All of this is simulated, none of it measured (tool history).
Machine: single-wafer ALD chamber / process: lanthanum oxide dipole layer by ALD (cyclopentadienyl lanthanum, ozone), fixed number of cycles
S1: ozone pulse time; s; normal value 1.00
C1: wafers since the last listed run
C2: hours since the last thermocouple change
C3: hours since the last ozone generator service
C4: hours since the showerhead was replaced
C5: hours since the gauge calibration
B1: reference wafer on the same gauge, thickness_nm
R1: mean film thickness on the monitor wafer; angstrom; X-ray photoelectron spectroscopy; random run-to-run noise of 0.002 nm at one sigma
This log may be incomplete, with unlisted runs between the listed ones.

run,day,S1,C1,C2,C3,C4,C5,B1,R1
1,0.000,1.00,0,917.2,400.9,4817.2,520.2,0.478,4.39
2,1.129,1.00,380,944.3,428.0,4844.3,547.3,0.478,4.35
3,2.492,1.00,459,977.0,460.7,4877.0,580.0,0.478,4.38
4,4.338,1.00,622,1021.3,505.0,4921.3,624.3,0.478,4.37
# day 6.267: ozone generator serviced
5,6.396,1.00,581,1070.7,3.1,4970.7,673.7,0.478,4.45
6,7.625,1.29,414,1100.2,32.6,5000.2,703.2,0.478,4.82
7,9.604,1.29,667,1147.7,80.1,5047.7,750.7,0.478,4.82
8,10.933,1.29,448,1179.6,112.0,5079.6,782.6,0.478,4.85
# day 11.688: thermocouple changed; heater temperature recalibrated
9,13.596,1.14,785,45.8,175.9,5143.5,846.5,0.478,4.66
10,15.904,1.00,778,101.2,231.3,5198.9,901.9,0.478,4.45
11,16.938,0.75,348,126.0,256.1,5223.7,926.7,0.478,3.70
12,18.604,1.25,561,166.0,296.1,5263.7,966.7,0.478,4.77
# day 19.892: gauge calibrated
13,21.512,0.85,980,235.8,365.9,5333.5,38.9,0.479,4.00
14,23.667,1.30,726,287.5,417.6,5385.2,90.6,0.478,4.81
# day 24.971: showerhead replaced
15,25.225,0.73,413,324.9,455.0,6.1,128.0,0.478,3.61
16,27.296,1.35,698,374.6,504.7,55.8,177.7,0.478,4.84
# day 29.538: ozone generator serviced
17,29.862,0.61,752,436.2,7.8,117.4,239.3,0.478,3.18
18,32.254,1.00,806,493.6,65.2,174.8,296.7,0.477,4.43
19,34.717,1.20,830,552.7,124.3,233.9,355.8,0.478,4.73
20,36.329,1.21,543,591.4,163.0,272.6,394.5,0.478,4.77
21,37.646,1.29,443,623.0,194.6,304.2,426.1,0.478,4.81
22,38.892,0.65,420,652.9,224.5,334.1,456.0,0.478,3.26

Branching from run 22: 5 alternative next runs. What would each branch give?
A,38.908,1.00,5,653.3,224.9,334.5,456.4,?,?
B,38.908,1.34,5,653.3,224.9,334.5,456.4,?,?
C,38.908,1.19,5,653.3,224.9,334.5,456.4,?,?
D,38.908,1.27,5,653.3,224.9,334.5,456.4,?,?
E,38.908,0.72,5,653.3,224.9,334.5,456.4,?,?

run,B1,R1
A,0.478,4.40
B,0.478,4.85
C,0.478,4.70
D,0.478,4.79
E,0.478,3.59
Stripped of hidden state, with their random variation kept, the same runs would have yielded:
run,R1
A,4.49
B,4.91
C,4.77
D,4.85
E,3.70
